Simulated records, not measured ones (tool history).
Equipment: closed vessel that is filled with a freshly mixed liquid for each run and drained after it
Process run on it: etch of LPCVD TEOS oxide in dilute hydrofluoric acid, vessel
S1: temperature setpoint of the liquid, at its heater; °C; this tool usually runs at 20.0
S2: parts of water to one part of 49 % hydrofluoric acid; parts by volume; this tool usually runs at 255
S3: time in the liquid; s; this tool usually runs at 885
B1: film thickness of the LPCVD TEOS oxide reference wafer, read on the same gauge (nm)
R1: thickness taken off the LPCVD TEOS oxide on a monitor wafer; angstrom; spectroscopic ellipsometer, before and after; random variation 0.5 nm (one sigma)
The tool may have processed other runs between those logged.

run	day	S1	S2	S3	B1	R1
1	0.000	20.0	255	1185	29.97	716.8
2	2.004	17.0	255	485	30.01	262.8
3	3.338	17.0	255	485	30.01	262.5
4	4.612	17.0	255	485	29.98	264.3
5	7.554	20.0	255	885	29.99	529.5
6	9.258	22.0	255	885	30.00	572.9
7	10.312	17.0	255	730	29.98	399.2
8	12.354	17.0	255	730	29.98	394.0
9	15.171	17.0	255	730	29.98	390.0
# day 16.783: thermometer replaced
10	16.804	20.0	255	885	30.01	538.2
# day 18.821: gauge calibrated
11	19.167	20.0	255	885	30.00	543.0
12	20.871	17.0	165	885	30.01	789.3
13	22.425	20.0	370	885	29.97	334.5
14	24.412	17.5	160	1340	30.02	1292.7
15	29.388	17.0	255	730	30.00	393.6
16	31.279	24.0	360	650	30.02	294.4
# day 31.579: hydrofluoric acid flow meter replaced
17	40.238	18.5	305	885	29.99	407.3
18	42.425	17.0	255	1400	29.99	754.5
19	44.492	20.0	255	885	30.00	529.2
20	45.958	20.0	255	395	30.00	240.0
21	48.942	23.0	140	600	29.97	820.4

Estimate the outcome of run 22 from the log above:
22	50.400	23.0	300	1320	?	?

B1: 30.02
R1: 721.8 angstrom
With the hidden condition absent and the run-to-run variation left alone, this run would have shown R1 721.8 angstrom.
